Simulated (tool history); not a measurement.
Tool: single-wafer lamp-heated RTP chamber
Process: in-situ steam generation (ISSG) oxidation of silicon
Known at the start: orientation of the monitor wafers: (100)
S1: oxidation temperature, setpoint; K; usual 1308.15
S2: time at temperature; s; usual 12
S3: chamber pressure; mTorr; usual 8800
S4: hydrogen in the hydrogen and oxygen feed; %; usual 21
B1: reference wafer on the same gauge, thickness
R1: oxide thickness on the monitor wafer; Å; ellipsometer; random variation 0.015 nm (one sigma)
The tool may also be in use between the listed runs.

| run | day | S1 | S2 | S3 | S4 | B1 | R1 |
|---|---|---|---|---|---|---|---|
| 1 | 0.000 | 1297.15 | 12 | 8800 | 18 | 4.617 | 48.25 |
|  | 0.533 | hydrogen flow controller replaced |
| 2 | 0.750 | 1308.15 | 12 | 8800 | 21 | 4.625 | 52.51 |
| 3 | 1.362 | 1308.15 | 12 | 8800 | 21 | 4.619 | 52.38 |
| 4 | 2.333 | 1308.15 | 12 | 8800 | 21 | 4.628 | 52.47 |
| 5 | 3.138 | 1308.15 | 12 | 8800 | 21 | 4.624 | 52.51 |
| 6 | 4.596 | 1308.15 | 12 | 8800 | 21 | 4.618 | 52.16 |
| 7 | 5.300 | 1308.15 | 12 | 8800 | 21 | 4.620 | 52.02 |
| 8 | 6.583 | 1308.15 | 12 | 8800 | 21 | 4.615 | 52.51 |
| 9 | 7.217 | 1321.15 | 12 | 8800 | 13 | 4.614 | 49.64 |
| 10 | 8.058 | 1308.15 | 12 | 8800 | 21 | 4.619 | 52.21 |
|  | 8.825 | pressure gauge zeroed |
| 11 | 8.846 | 1308.15 | 12 | 8800 | 21 | 4.621 | 52.51 |
|  | 9.771 | pyrometer window cleaned and pyrometer calibrated |
| 12 | 9.792 | 1315.15 | 8 | 8000 | 29 | 4.620 | 48.98 |
| 13 | 10.742 | 1322.15 | 10 | 8000 | 21 | 4.623 | 51.41 |
| 14 | 11.762 | 1308.15 | 12 | 8800 | 21 | 4.617 | 52.37 |
| 15 | 13.025 | 1327.15 | 12 | 8800 | 27 | 4.627 | 61.01 |
| 16 | 14.054 | 1308.15 | 12 | 8800 | 21 | 4.623 | 52.10 |
| 17 | 15.488 | 1314.15 | 14 | 9800 | 29 | 4.626 | 61.86 |
| 18 | 16.912 | 1308.15 | 12 | 8300 | 12 | 4.619 | 46.22 |
| 19 | 18.238 | 1308.15 | 12 | 8800 | 30 | 4.625 | 57.59 |
| 20 | 19.079 | 1293.15 | 14 | 8800 | 24 | 4.618 | 54.13 |
|  | 20.062 | gauge calibrated |
| 21 | 21.983 | 1308.15 | 12 | 8800 | 21 | 4.617 | 52.44 |
| 22 | 23.162 | 1308.15 | 12 | 8800 | 21 | 4.618 | 52.27 |
| 23 | 24.542 | 1288.15 | 16 | 7800 | 15 | 4.622 | 51.15 |
| 24 | 26.017 | 1308.15 | 11 | 8800 | 21 | 4.618 | 50.08 |
| 25 | 27.212 | 1308.15 | 14 | 7800 | 12 | 4.624 | 49.57 |
| 26 | 27.746 | 1316.15 | 12 | 7400 | 21 | 4.622 | 54.52 |
| 27 | 28.346 | 1322.15 | 10 | 8000 | 21 | 4.627 | 51.30 |
| 28 | 29.821 | 1308.15 | 13 | 10200 | 21 | 4.620 | 52.87 |
| 29 | 30.779 | 1308.15 | 12 | 8800 | 21 | 4.613 | 52.07 |
| 30 | 31.529 | 1308.15 | 12 | 8800 | 26 | 4.620 | 55.08 |

What the log doesn't show, run by run:
true wafer temperature minus pyrometer reading, K: 0 in every run
true pressure minus gauge reading, Torr: 0 in every run
deviation of the hydrogen flow from its setpoint, %: 0 in every run
gauge reads high (%): 0 in every run

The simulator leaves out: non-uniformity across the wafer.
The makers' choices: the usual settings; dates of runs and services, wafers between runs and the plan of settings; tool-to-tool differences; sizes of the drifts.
